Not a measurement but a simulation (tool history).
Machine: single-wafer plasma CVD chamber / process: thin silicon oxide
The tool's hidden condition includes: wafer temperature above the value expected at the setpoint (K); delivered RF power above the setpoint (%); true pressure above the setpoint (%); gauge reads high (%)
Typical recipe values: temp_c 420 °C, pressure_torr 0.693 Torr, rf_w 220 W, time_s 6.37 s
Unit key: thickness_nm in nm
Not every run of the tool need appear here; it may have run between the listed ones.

| run | hour | temp_c | pressure_torr | rf_w | time_s | wafers since the last listed run | hours since the last thermocouple change | hours since the last RF generator calibration | hours since the last manometer calibration | hours since the showerhead was replaced | hours since the gauge calibration | read-back reference wafer on the same gauge, thickness_nm | thickness_nm |
|---|---|---|---|---|---|---|---|---|---|---|---|---|---|
| 1 | 0 | 420 | 0.693 | 220 | 6.37 | 0 | 1871.4 | 1250.1 | 2442.8 | 6975 | 406.1 | 7.326 | 8.228 |
| 2 | 75.7 | 420 | 0.693 | 220 | 6.37 | 1701 | 1947.1 | 1325.8 | 2518.5 | 7050.7 | 481.8 | 7.337 | 8.165 |
| 3 | 117 | 420 | 0.588 | 235 | 6.37 | 928 | 1988.4 | 1367.1 | 2559.8 | 7092 | 523.1 | 7.33 | 7.249 |
| 4 | 172.9 | 420 | 0.588 | 235 | 6.37 | 1256 | 2044.3 | 1423 | 2615.7 | 7147.9 | 579 | 7.33 | 7.202 |
| 5 | 248.8 | 420 | 0.693 | 220 | 6.37 | 1706 | 2120.2 | 1498.9 | 2691.6 | 7223.8 | 654.9 | 7.335 | 8.274 |
| 6 | 285.5 | 420 | 0.693 | 220 | 6.37 | 825 | 2156.9 | 1535.6 | 2728.3 | 7260.5 | 691.6 | 7.336 | 8.218 |
| 7 | 366.8 | 412 | 0.693 | 220 | 6.37 | 1827 | 2238.2 | 1616.9 | 2809.6 | 7341.8 | 772.9 | 7.333 | 8.278 |
|  | 395.6 | gauge calibrated |
| 8 | 457.4 | 417 | 0.693 | 220 | 6.37 | 2036 | 2328.8 | 1707.5 | 2900.2 | 7432.4 | 61.8 | 7.322 | 8.297 |
| 9 | 502.2 | 417 | 0.693 | 220 | 6.37 | 1007 | 2373.6 | 1752.3 | 2945 | 7477.2 | 106.6 | 7.324 | 8.342 |
|  | 533.4 | showerhead replaced |
|  | 588 | capacitance manometer re-zeroed and calibrated |
| 10 | 588.9 | 415 | 0.581 | 185 | 7.2 | 1589 | 2460.3 | 1839 | 0.9 | 55.5 | 193.3 | 7.34 | 6.299 |
| 11 | 632.1 | 420 | 0.693 | 220 | 7.37 | 971 | 2503.5 | 1882.2 | 44.1 | 98.7 | 236.5 | 7.332 | 8.758 |
| 12 | 699.6 | 420 | 0.866 | 230 | 7 | 1517 | 2571 | 1949.7 | 111.6 | 166.2 | 304 | 7.329 | 10.625 |
|  | 765.6 | RF generator calibrated |
| 13 | 803.6 | 420 | 0.522 | 220 | 6.37 | 2158 | 2675 | 38 | 215.6 | 270.2 | 408 | 7.341 | 5.661 |
|  | 897.3 | thermocouple changed; heater temperature recalibrated |
| 14 | 907.3 | 420 | 0.693 | 220 | 6.37 | 2151 | 10 | 141.7 | 319.3 | 373.9 | 511.7 | 7.34 | 7.597 |
| 15 | 1012.2 | 420 | 0.693 | 220 | 6.37 | 2358 | 114.9 | 246.6 | 424.2 | 478.8 | 616.6 | 7.331 | 7.635 |
| 16 | 1115.2 | 434 | 0.584 | 220 | 7.31 | 2315 | 217.9 | 349.6 | 527.2 | 581.8 | 719.6 | 7.326 | 7.294 |
|  | 1183.5 | gauge calibrated |
| 17 | 1212.8 | 408 | 0.591 | 180 | 5.1 | 2194 | 315.5 | 447.2 | 624.8 | 679.4 | 29.3 | 7.325 | 4.562 |
| 18 | 1290.9 | 409 | 0.693 | 205 | 7.12 | 1755 | 393.6 | 525.3 | 702.9 | 757.5 | 107.4 | 7.329 | 8.247 |

Each row is a separate what-if for the run after 18, all from the same tool condition, not one after another. Results?
| A | 1291.3 | 429 | 0.693 | 220 | 6.37 | 8 | 394 | 525.7 | 703.3 | 757.9 | 107.8 | ? | ? |
| B | 1291.3 | 420 | 0.744 | 220 | 6.37 | 8 | 394 | 525.7 | 703.3 | 757.9 | 107.8 | ? | ? |
| C | 1291.3 | 420 | 0.827 | 195 | 6.37 | 8 | 394 | 525.7 | 703.3 | 757.9 | 107.8 | ? | ? |

| run | read-back reference wafer on the same gauge, thickness_nm | thickness_nm |
|---|---|---|
| A | 7.338 | 7.665 |
| B | 7.338 | 8.269 |
| C | 7.338 | 8.384 |
With the hidden condition removed and each run's random variation left untouched, the same runs would have given:
| run | thickness_nm |
|---|---|
| A | 7.681 |
| B | 8.286 |
| C | 8.4 |
